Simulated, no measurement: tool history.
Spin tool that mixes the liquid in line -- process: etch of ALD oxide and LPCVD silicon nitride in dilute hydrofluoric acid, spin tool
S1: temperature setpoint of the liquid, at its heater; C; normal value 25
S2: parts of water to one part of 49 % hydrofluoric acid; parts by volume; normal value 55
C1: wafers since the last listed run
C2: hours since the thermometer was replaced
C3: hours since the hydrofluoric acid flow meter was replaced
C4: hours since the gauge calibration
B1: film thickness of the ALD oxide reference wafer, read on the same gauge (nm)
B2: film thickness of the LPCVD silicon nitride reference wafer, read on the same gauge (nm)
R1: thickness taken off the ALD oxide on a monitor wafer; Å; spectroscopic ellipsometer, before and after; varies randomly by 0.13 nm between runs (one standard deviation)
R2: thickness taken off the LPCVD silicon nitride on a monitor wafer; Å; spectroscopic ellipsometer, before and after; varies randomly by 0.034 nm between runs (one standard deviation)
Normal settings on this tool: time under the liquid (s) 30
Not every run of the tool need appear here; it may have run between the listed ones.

Run 1, hour 0: usual settings but S2 40 parts by volume; C1 0; C2 333.2; C3 692.2; C4 1559.2; B1 60.03; B2 110.007. Result: R1 248.9 Å, R2 4.89 Å.
Run 2, hour 58.9: usual settings but S2 40 parts by volume; C1 548; C2 392.1; C3 751.1; C4 1618.1; B1 59.98; B2 109.994. Result: R1 248.2 Å, R2 4.24 Å.
Run 3, hour 157: usual settings but S2 40 parts by volume; C1 913; C2 490.2; C3 849.2; C4 1716.2; B1 60.04; B2 110.009. Result: R1 253 Å, R2 3.83 Å.
Run 4, hour 231.9: usual settings; C1 697; C2 565.1; C3 924.1; C4 1791.1; B1 59.98; B2 109.998. Result: R1 177 Å, R2 3.06 Å.
Run 5, hour 327.4: usual settings but time under the liquid (s) 20; C1 889; C2 660.6; C3 1019.6; C4 1886.6; B1 60.01; B2 110.004. Result: R1 118.9 Å, R2 2.64 Å.
Run 6, hour 409.1: usual settings; C1 761; C2 742.3; C3 1101.3; C4 1968.3; B1 60; B2 110.013. Result: R1 179.9 Å, R2 3.31 Å.
Run 7, hour 462.7: usual settings; C1 499; C2 795.9; C3 1154.9; C4 2021.9; B1 59.98; B2 109.992. Result: R1 182.1 Å, R2 3.14 Å.
Run 8, hour 569.1: usual settings but S2 45 parts by volume; C1 991; C2 902.3; C3 1261.3; C4 2128.3; B1 60.02; B2 110.009. Result: R1 228.1 Å, R2 3.32 Å.
Run 9, hour 630.2: usual settings; C1 569; C2 963.4; C3 1322.4; C4 2189.4; B1 60; B2 109.999. Result: R1 181.3 Å, R2 3.09 Å.
Run 10, hour 732: usual settings but S1 29 C; C1 948; C2 1065.2; C3 1424.2; C4 2291.2; B1 59.99; B2 109.996. Result: R1 217.2 Å, R2 3.73 Å.
Run 11, hour 773.1: usual settings but S1 20.5 C, S2 85 parts by volume; C1 382; C2 1106.3; C3 1465.3; C4 2332.3; B1 60; B2 110.003. Result: R1 95 Å, R2 1.63 Å.
At hour 803.6: gauge calibrated.
Run 12, hour 854.6: usual settings but time under the liquid (s) 15; C1 759; C2 1187.8; C3 1546.8; C4 51; B1 59.99; B2 110.001. Result: R1 91.5 Å, R2 1.74 Å.
At hour 926.6: hydrofluoric acid flow meter replaced.
Run 13, hour 957.9: usual settings but S2 65 parts by volume, time under the liquid (s) 15; C1 953; C2 1291.1; C3 31.3; C4 154.3; B1 60.02; B2 110.002. Result: R1 70.2 Å, R2 1.27 Å.
Run 14, hour 1011.6: usual settings but S2 40 parts by volume; C1 500; C2 1344.8; C3 85; C4 208; B1 60.01; B2 109.993. Result: R1 236.6 Å, R2 3.94 Å.
Run 15, hour 1105.8: usual settings but S1 21.5 C, S2 25 parts by volume, time under the liquid (s) 20; C1 877; C2 1439; C3 179.2; C4 302.2; B1 60.02; B2 110.005. Result: R1 224.7 Å, R2 3.31 Å.
Run 16, hour 1147.7: usual settings but S1 28.5 C, time under the liquid (s) 15; C1 390; C2 1480.9; C3 221.1; C4 344.1; B1 59.98; B2 110.003. Result: R1 98.7 Å, R2 1.79 Å.
Run 17, hour 1235.9: usual settings but time under the liquid (s) 45; C1 821; C2 1569.1; C3 309.3; C4 432.3; B1 60; B2 109.995. Result: R1 257.5 Å, R2 4.6 Å.
Run 18, hour 1281.8: usual settings; C1 427; C2 1615; C3 355.2; C4 478.2; B1 59.99; B2 110.007. Result: R1 172.4 Å, R2 3.21 Å.
Run 19, hour 1320.1: usual settings but S2 40 parts by volume, time under the liquid (s) 45; C1 356; C2 1653.3; C3 393.5; C4 516.5; B1 59.95; B2 110.003. Result: R1 361.4 Å, R2 6.49 Å.
Run 20, hour 1419.9: usual settings but S1 20 C, S2 65 parts by volume, time under the liquid (s) 15; C1 929; C2 1753.1; C3 493.3; C4 616.3; B1 60; B2 110.009. Result: R1 57.8 Å, R2 0.92 Å.
Run 21, hour 1481: usual settings; C1 569; C2 1814.2; C3 554.4; C4 677.4; B1 60.01; B2 109.997. Result: R1 174.4 Å, R2 2.53 Å.
Run 22, hour 1549.1: usual settings but time under the liquid (s) 45; C1 634; C2 1882.3; C3 622.5; C4 745.5; B1 60.01; B2 109.992. Result: R1 258.4 Å, R2 4.35 Å.
Run 23, hour 1599.9: usual settings; C1 473; C2 1933.1; C3 673.3; C4 796.3; B1 60.03; B2 110.001. Result: R1 175.2 Å, R2 2.76 Å.
Run 24, hour 1655.3: usual settings but S1 27 C; C1 516; C2 1988.5; C3 728.7; C4 851.7; B1 60; B2 109.98. Result: R1 190.3 Å, R2 3.81 Å.
Run 25, hour 1717.6: usual settings but S1 21.5 C, S2 65 parts by volume, time under the liquid (s) 15; C1 580; C2 2050.8; C3 791; C4 914; B1 60.03; B2 110.009. Result: R1 63.4 Å, R2 1.03 Å.
Run 26, hour 1763.4: usual settings but time under the liquid (s) 40; C1 426; C2 2096.6; C3 836.8; C4 959.8; B1 59.95; B2 110.012. Result: R1 234.6 Å, R2 3.86 Å.

For each run, what was the tool's unlogged condition?
liquid hotter than its thermometer reads (K): 0 in every run
gauge reads high (%): 0 in every run
H1: hydrofluoric acid flow above the setpoint (%)
run     H1
  1   4.65
  2   4.97
  3   5.51
  4   5.91
  5   6.43
  6   6.87
  7   7.16
  8   7.74
  9   8.07
 10   8.63
 11   8.85
 12   9.29
 13  0.275
 14  0.566
 15   1.08
 16    1.3
 17   1.78
 18   2.03
 19   2.24
 20   2.78
 21   3.11
 22   3.48
 23   3.76
 24   4.06
 25    4.4
 26   4.64
